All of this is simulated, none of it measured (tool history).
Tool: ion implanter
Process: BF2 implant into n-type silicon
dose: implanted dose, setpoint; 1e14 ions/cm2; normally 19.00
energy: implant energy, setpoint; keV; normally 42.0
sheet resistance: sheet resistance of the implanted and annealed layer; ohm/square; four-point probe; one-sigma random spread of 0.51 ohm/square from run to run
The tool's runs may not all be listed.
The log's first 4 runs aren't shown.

run,day,dose,energy,wafers since the last listed run,hours since the last dose calibration,hours since the extraction supply was calibrated,hours since the gauge calibration,"read-back reference wafer on the same gauge, sheet resistance",sheet resistance
5,20.471,19.00,42.0,1293,1535.0,3236.7,2231.8,114.95,115.67
# day 22.850: Faraday cup replaced and dose calibrated
6,24.021,19.00,42.0,946,28.1,3321.9,2317.0,115.35,115.63
7,27.862,19.00,42.0,1130,120.3,3414.1,2409.2,115.16,115.80
8,31.121,19.00,42.0,958,198.5,3492.3,2487.4,114.98,116.13
9,33.788,19.00,42.0,784,262.5,3556.3,2551.4,115.02,115.82
10,36.621,19.00,42.0,833,330.5,3624.3,2619.4,114.83,115.28
# day 37.900: gauge calibrated
11,39.000,14.89,42.0,699,387.6,3681.4,26.4,115.15,121.36
12,42.117,19.00,42.0,916,462.4,3756.2,101.2,115.07,115.66
13,44.783,19.00,42.0,784,526.4,3820.2,165.2,115.11,115.44
14,46.792,19.00,42.0,590,574.6,3868.4,213.4,115.01,116.66
15,48.750,24.15,33.5,576,621.6,3915.4,260.4,115.12,128.31
16,52.538,13.64,37.0,1114,712.5,4006.3,351.3,115.24,131.76
# day 53.529: extraction supply calibrated
17,56.462,14.85,35.5,1056,806.7,70.4,445.5,115.04,129.62
18,59.796,24.15,33.5,980,886.7,150.4,525.5,115.19,126.34
19,64.175,19.00,36.0,1288,991.8,255.5,630.6,114.80,124.16
20,67.704,19.00,42.0,1038,1076.5,340.2,715.3,115.04,114.41
21,73.758,19.00,48.5,1781,1221.8,485.5,860.6,114.96,104.78
22,78.246,23.71,42.0,1320,1329.5,593.2,968.3,115.12,111.11
23,80.804,23.12,42.0,752,1390.9,654.6,1029.7,114.78,111.51
24,84.229,19.00,42.0,1007,1473.1,736.8,1111.9,114.99,113.26
25,86.054,19.00,42.0,536,1516.9,780.6,1155.7,114.93,114.99

For run 26, what comes out?
26,87.633,24.30,30.0,464,1554.8,818.5,1193.6,?,?

read-back reference wafer on the same gauge, sheet resistance: 115.05
sheet resistance: 133.90 ohm/square
On a tool with no hidden condition, and with the same random variation, this run would have come out at sheet resistance 133.13 ohm/square.

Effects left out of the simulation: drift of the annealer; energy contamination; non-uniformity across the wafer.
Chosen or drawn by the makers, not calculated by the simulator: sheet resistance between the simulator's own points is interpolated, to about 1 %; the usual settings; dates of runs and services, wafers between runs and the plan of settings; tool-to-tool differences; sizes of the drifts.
